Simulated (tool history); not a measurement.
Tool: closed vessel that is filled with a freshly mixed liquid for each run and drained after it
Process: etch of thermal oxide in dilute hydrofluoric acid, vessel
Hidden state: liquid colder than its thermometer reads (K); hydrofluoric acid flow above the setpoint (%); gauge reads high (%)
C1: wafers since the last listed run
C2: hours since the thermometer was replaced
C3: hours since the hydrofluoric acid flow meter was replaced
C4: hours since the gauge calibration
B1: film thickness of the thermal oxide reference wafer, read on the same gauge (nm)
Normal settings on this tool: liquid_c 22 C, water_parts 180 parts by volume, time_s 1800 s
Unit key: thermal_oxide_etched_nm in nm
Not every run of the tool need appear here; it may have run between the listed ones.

{"run": 1, "hour": 0.0, "liquid_c": 22, "water_parts": 230, "time_s": 1340, "C1": 0, "C2": 916.8, "C3": 1535.8, "C4": 265.2, "B1": 60.01, "thermal_oxide_etched_nm": 19.42}
{"run": 2, "hour": 66.3, "liquid_c": 22, "water_parts": 230, "time_s": 1340, "C1": 2943, "C2": 983.1, "C3": 1602.1, "C4": 331.5, "B1": 60, "thermal_oxide_etched_nm": 19.52}
{"run": 3, "hour": 82.0, "liquid_c": 22, "water_parts": 230, "time_s": 1340, "C1": 697, "C2": 998.8, "C3": 1617.8, "C4": 347.2, "B1": 60, "thermal_oxide_etched_nm": 19.29}
{"run": 4, "hour": 106.9, "liquid_c": 22, "water_parts": 180, "time_s": 1800, "C1": 1105, "C2": 1023.7, "C3": 1642.7, "C4": 372.1, "B1": 60.01, "thermal_oxide_etched_nm": 34.93}
{"run": 5, "hour": 127.5, "liquid_c": 22, "water_parts": 180, "time_s": 1800, "C1": 914, "C2": 1044.3, "C3": 1663.3, "C4": 392.7, "B1": 59.98, "thermal_oxide_etched_nm": 35.11}
{"run": 6, "hour": 140.9, "liquid_c": 22, "water_parts": 180, "time_s": 1800, "C1": 594, "C2": 1057.7, "C3": 1676.7, "C4": 406.1, "B1": 59.98, "thermal_oxide_etched_nm": 34.67}
{"run": 7, "hour": 172.8, "liquid_c": 22, "water_parts": 180, "time_s": 1800, "C1": 1416, "C2": 1089.6, "C3": 1708.6, "C4": 438, "B1": 60, "thermal_oxide_etched_nm": 35.39}
{"run": 8, "hour": 185.2, "liquid_c": 22, "water_parts": 180, "time_s": 1800, "C1": 550, "C2": 1102, "C3": 1721, "C4": 450.4, "B1": 59.99, "thermal_oxide_etched_nm": 34.96}
{"hour": 204.4, "done": "gauge calibrated"}
{"run": 9, "hour": 208.7, "liquid_c": 22, "water_parts": 180, "time_s": 1800, "C1": 1043, "C2": 1125.5, "C3": 1744.5, "C4": 4.3, "B1": 59.99, "thermal_oxide_etched_nm": 35.27}
{"run": 10, "hour": 237.4, "liquid_c": 22, "water_parts": 180, "time_s": 1800, "C1": 1274, "C2": 1154.2, "C3": 1773.2, "C4": 33, "B1": 60, "thermal_oxide_etched_nm": 34.62}
{"run": 11, "hour": 263.9, "liquid_c": 22, "water_parts": 180, "time_s": 1800, "C1": 1176, "C2": 1180.7, "C3": 1799.7, "C4": 59.5, "B1": 60, "thermal_oxide_etched_nm": 34.78}
{"run": 12, "hour": 302.3, "liquid_c": 22, "water_parts": 180, "time_s": 1800, "C1": 1704, "C2": 1219.1, "C3": 1838.1, "C4": 97.9, "B1": 59.99, "thermal_oxide_etched_nm": 34.72}
{"run": 13, "hour": 336.4, "liquid_c": 22, "water_parts": 180, "time_s": 1800, "C1": 1513, "C2": 1253.2, "C3": 1872.2, "C4": 132, "B1": 59.99, "thermal_oxide_etched_nm": 34.81}
{"run": 14, "hour": 358.0, "liquid_c": 19, "water_parts": 225, "time_s": 1180, "C1": 958, "C2": 1274.8, "C3": 1893.8, "C4": 153.6, "B1": 59.99, "thermal_oxide_etched_nm": 15.59}
{"hour": 375.9, "done": "hydrofluoric acid flow meter replaced"}
{"run": 15, "hour": 379.8, "liquid_c": 22, "water_parts": 180, "time_s": 1240, "C1": 923, "C2": 1296.6, "C3": 3.9, "C4": 175.4, "B1": 60.02, "thermal_oxide_etched_nm": 24.05}
{"run": 16, "hour": 414.9, "liquid_c": 22, "water_parts": 180, "time_s": 1800, "C1": 1558, "C2": 1331.7, "C3": 39, "C4": 210.5, "B1": 60.02, "thermal_oxide_etched_nm": 34.72}
{"run": 17, "hour": 441.0, "liquid_c": 20.5, "water_parts": 250, "time_s": 855, "C1": 1158, "C2": 1357.8, "C3": 65.1, "C4": 236.6, "B1": 60, "thermal_oxide_etched_nm": 10.51}
{"run": 18, "hour": 457.3, "liquid_c": 22, "water_parts": 180, "time_s": 1800, "C1": 723, "C2": 1374.1, "C3": 81.4, "C4": 252.9, "B1": 59.99, "thermal_oxide_etched_nm": 34.72}
{"hour": 463.5, "done": "thermometer replaced"}
{"run": 19, "hour": 469.9, "liquid_c": 27, "water_parts": 180, "time_s": 1200, "C1": 514, "C2": 6.4, "C3": 94, "C4": 265.5, "B1": 60, "thermal_oxide_etched_nm": 28.07}
{"run": 20, "hour": 506.5, "liquid_c": 24.5, "water_parts": 180, "time_s": 1800, "C1": 1624, "C2": 43, "C3": 130.6, "C4": 302.1, "B1": 60.01, "thermal_oxide_etched_nm": 38.32}
{"run": 21, "hour": 526.2, "liquid_c": 22, "water_parts": 180, "time_s": 1800, "C1": 874, "C2": 62.7, "C3": 150.3, "C4": 321.8, "B1": 60, "thermal_oxide_etched_nm": 35}
{"run": 22, "hour": 546.5, "liquid_c": 22, "water_parts": 180, "time_s": 1800, "C1": 901, "C2": 83, "C3": 170.6, "C4": 342.1, "B1": 60, "thermal_oxide_etched_nm": 35.16}
{"run": 23, "hour": 573.5, "liquid_c": 22, "water_parts": 180, "time_s": 1330, "C1": 1198, "C2": 110, "C3": 197.6, "C4": 369.1, "B1": 60.01, "thermal_oxide_etched_nm": 25.78}
{"run": 24, "hour": 590.8, "liquid_c": 22, "water_parts": 240, "time_s": 1800, "C1": 768, "C2": 127.3, "C3": 214.9, "C4": 386.4, "B1": 60.01, "thermal_oxide_etched_nm": 24.55}

Give the tool's hidden conditions for every run:
liquid colder than its thermometer reads (K): 0 on each run
hydrofluoric acid flow above the setpoint (%): 0 on each run
gauge reads high (%): 0 on each run
